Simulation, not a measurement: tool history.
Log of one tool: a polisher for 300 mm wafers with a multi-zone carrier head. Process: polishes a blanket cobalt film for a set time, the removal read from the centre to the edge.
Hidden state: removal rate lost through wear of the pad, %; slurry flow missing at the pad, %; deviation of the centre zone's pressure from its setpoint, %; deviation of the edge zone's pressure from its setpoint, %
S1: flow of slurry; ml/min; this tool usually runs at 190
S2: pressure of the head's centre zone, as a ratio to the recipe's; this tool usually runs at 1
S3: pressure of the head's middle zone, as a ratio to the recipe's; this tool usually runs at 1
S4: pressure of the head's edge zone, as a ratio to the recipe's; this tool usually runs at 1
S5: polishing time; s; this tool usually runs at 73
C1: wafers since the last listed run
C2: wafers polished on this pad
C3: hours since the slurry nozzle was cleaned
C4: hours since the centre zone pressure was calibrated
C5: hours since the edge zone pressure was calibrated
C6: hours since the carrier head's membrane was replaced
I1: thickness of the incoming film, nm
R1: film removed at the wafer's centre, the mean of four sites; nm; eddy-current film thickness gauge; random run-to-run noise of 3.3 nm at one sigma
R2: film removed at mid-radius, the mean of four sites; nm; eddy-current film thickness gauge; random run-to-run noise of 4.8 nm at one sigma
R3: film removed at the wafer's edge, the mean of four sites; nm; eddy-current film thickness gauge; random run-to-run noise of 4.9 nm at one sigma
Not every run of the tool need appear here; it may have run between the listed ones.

| run | hour | S1 | S2 | S3 | S4 | S5 | C1 | C2 | C3 | C4 | C5 | C6 | I1 | R1 | R2 | R3 |
|---|---|---|---|---|---|---|---|---|---|---|---|---|---|---|---|---|
| 1 | 0 | 165 | 1.06 | 1 | 1 | 73 | 0 | 3960 | 164.3 | 331.5 | 34 | 376.7 | 1075.3 | 411.9 | 412.4 | 397.7 |
| 2 | 82.1 | 190 | 1 | 1.05 | 1 | 73 | 1028 | 4988 | 246.4 | 413.6 | 116.1 | 458.8 | 1079.7 | 404.9 | 432.8 | 405.7 |
| 3 | 149.5 | 190 | 1.1 | 1 | 1 | 73 | 844 | 5832 | 313.8 | 481 | 183.5 | 526.2 | 1077.1 | 433.7 | 412.8 | 399.6 |
| 4 | 216.1 | 190 | 0.91 | 0.93 | 1.11 | 73 | 834 | 6666 | 380.4 | 547.6 | 250.1 | 592.8 | 1094.7 | 357.5 | 385.6 | 421.1 |
|  | 263.5 | worn pad replaced by a new one |
| 5 | 316.9 | 190 | 1 | 1.09 | 1 | 73 | 1212 | 669 | 481.2 | 648.4 | 350.9 | 693.6 | 1078.6 | 392.2 | 445.2 | 393.8 |
| 6 | 407.3 | 190 | 1.06 | 1.1 | 0.95 | 58 | 1132 | 1801 | 571.6 | 738.8 | 441.3 | 784 | 1093.1 | 329.5 | 356.8 | 302.6 |
|  | 453.5 | carrier head's membrane replaced by a new one |
|  | 491.4 | edge zone pressure recalibrated |
| 7 | 492.3 | 245 | 1 | 1.03 | 0.93 | 73 | 976 | 2778 | 656.6 | 823.8 | 0.9 | 38.8 | 1053 | 410.7 | 436.5 | 400.3 |
| 8 | 586.8 | 190 | 0.91 | 0.95 | 0.95 | 58 | 1183 | 3961 | 751.1 | 918.3 | 95.4 | 133.3 | 1057.9 | 281.8 | 311.6 | 311.3 |
| 9 | 649.2 | 190 | 1.07 | 1.07 | 1 | 73 | 781 | 4742 | 813.5 | 980.7 | 157.8 | 195.7 | 1060.2 | 425.1 | 437.5 | 400.4 |
|  | 668.8 | slurry nozzle cleaned |
| 10 | 754.8 | 240 | 1 | 1 | 1 | 73 | 1309 | 6052 | 86 | 1086.3 | 263.4 | 301.3 | 1067.5 | 415.1 | 435.7 | 415.7 |
| 11 | 815.2 | 190 | 1 | 1 | 1 | 73 | 756 | 6809 | 146.4 | 1146.7 | 323.8 | 361.7 | 1076.4 | 397.6 | 418.5 | 409.2 |
| 12 | 852.8 | 245 | 1 | 1 | 1.1 | 73 | 470 | 7280 | 184 | 1184.3 | 361.4 | 399.3 | 1090.7 | 420.3 | 427.2 | 442.8 |
|  | 899.7 | worn pad replaced by a new one |
| 13 | 943.5 | 190 | 1 | 0.97 | 1 | 73 | 1085 | 548 | 274.7 | 1275 | 452.1 | 490 | 1075.5 | 394.1 | 409 | 397.6 |
| 14 | 1009.4 | 190 | 1 | 1 | 1 | 73 | 825 | 1373 | 340.6 | 1340.9 | 518 | 555.9 | 1071.8 | 394.9 | 410.2 | 400.1 |
|  | 1022.8 | centre zone pressure recalibrated |
|  | 1136.7 | edge zone pressure recalibrated |
| 15 | 1181.5 | 190 | 0.91 | 0.92 | 0.91 | 92 | 2105 | 3478 | 512.7 | 158.7 | 44.8 | 728 | 1081.5 | 447 | 484.7 | 486.1 |
| 16 | 1232.3 | 190 | 1 | 1 | 1 | 58 | 636 | 4114 | 563.5 | 209.5 | 95.6 | 778.8 | 1071.1 | 311.7 | 326.3 | 314.2 |
| 17 | 1327.3 | 240 | 1 | 1 | 1 | 73 | 1189 | 5304 | 658.5 | 304.5 | 190.6 | 873.8 | 1089.8 | 411.6 | 428.7 | 403 |
|  | 1331.2 | slurry nozzle cleaned |
|  | 1342.9 | carrier head's membrane replaced by a new one |
| 18 | 1401.2 | 220 | 1 | 0.94 | 0.93 | 73 | 850 | 6154 | 70 | 378.4 | 264.5 | 58.3 | 1061 | 419.5 | 413.1 | 392.5 |
| 19 | 1472.3 | 190 | 1 | 1 | 1 | 73 | 890 | 7045 | 141.1 | 449.5 | 335.6 | 129.4 | 1073.5 | 404.2 | 421 | 412.2 |
|  | 1508.3 | worn pad replaced by a new one |
| 20 | 1547.4 | 190 | 1 | 1 | 1 | 73 | 890 | 489 | 216.2 | 524.6 | 410.7 | 204.5 | 1073 | 402.5 | 414.4 | 410.7 |
| 21 | 1637.4 | 190 | 1 | 1 | 1 | 65 | 1127 | 1616 | 306.2 | 614.6 | 500.7 | 294.5 | 1070.8 | 359.5 | 370.5 | 353.3 |

Predict each of these 5 candidate next runs independently; none follows another, all start after run 21:
| A | 1637.8 | 190 | 1 | 1 | 1 | 73 | 5 | 1621 | 306.6 | 615 | 501.1 | 294.9 | 1064 | ? | ? | ? |
| B | 1637.8 | 230 | 1 | 1 | 1 | 73 | 5 | 1621 | 306.6 | 615 | 501.1 | 294.9 | 1064 | ? | ? | ? |
| C | 1637.8 | 190 | 0.89 | 0.89 | 1 | 54 | 5 | 1621 | 306.6 | 615 | 501.1 | 294.9 | 1064 | ? | ? | ? |
| D | 1637.8 | 190 | 1 | 1 | 1.09 | 73 | 5 | 1621 | 306.6 | 615 | 501.1 | 294.9 | 1064 | ? | ? | ? |
| E | 1637.8 | 130 | 0.89 | 1 | 0.95 | 73 | 5 | 1621 | 306.6 | 615 | 501.1 | 294.9 | 1064 | ? | ? | ? |

| run | R1 | R2 | R3 |
|---|---|---|---|
| A | 399.2 | 410.1 | 403.4 |
| B | 414.8 | 424.4 | 413.7 |
| C | 262.3 | 276.4 | 298.8 |
| D | 399.2 | 410 | 420.9 |
| E | 318.3 | 372.8 | 367.9 |
With no hidden state in the tool, these same runs would have given:
| run | R1 | R2 | R3 |
|---|---|---|---|
| A | 412.9 | 422.7 | 412.5 |
| B | 426.4 | 435 | 421.4 |
| C | 271.4 | 284.9 | 305.5 |
| D | 412.9 | 422.6 | 430.4 |
| E | 335.3 | 390.2 | 379.7 |
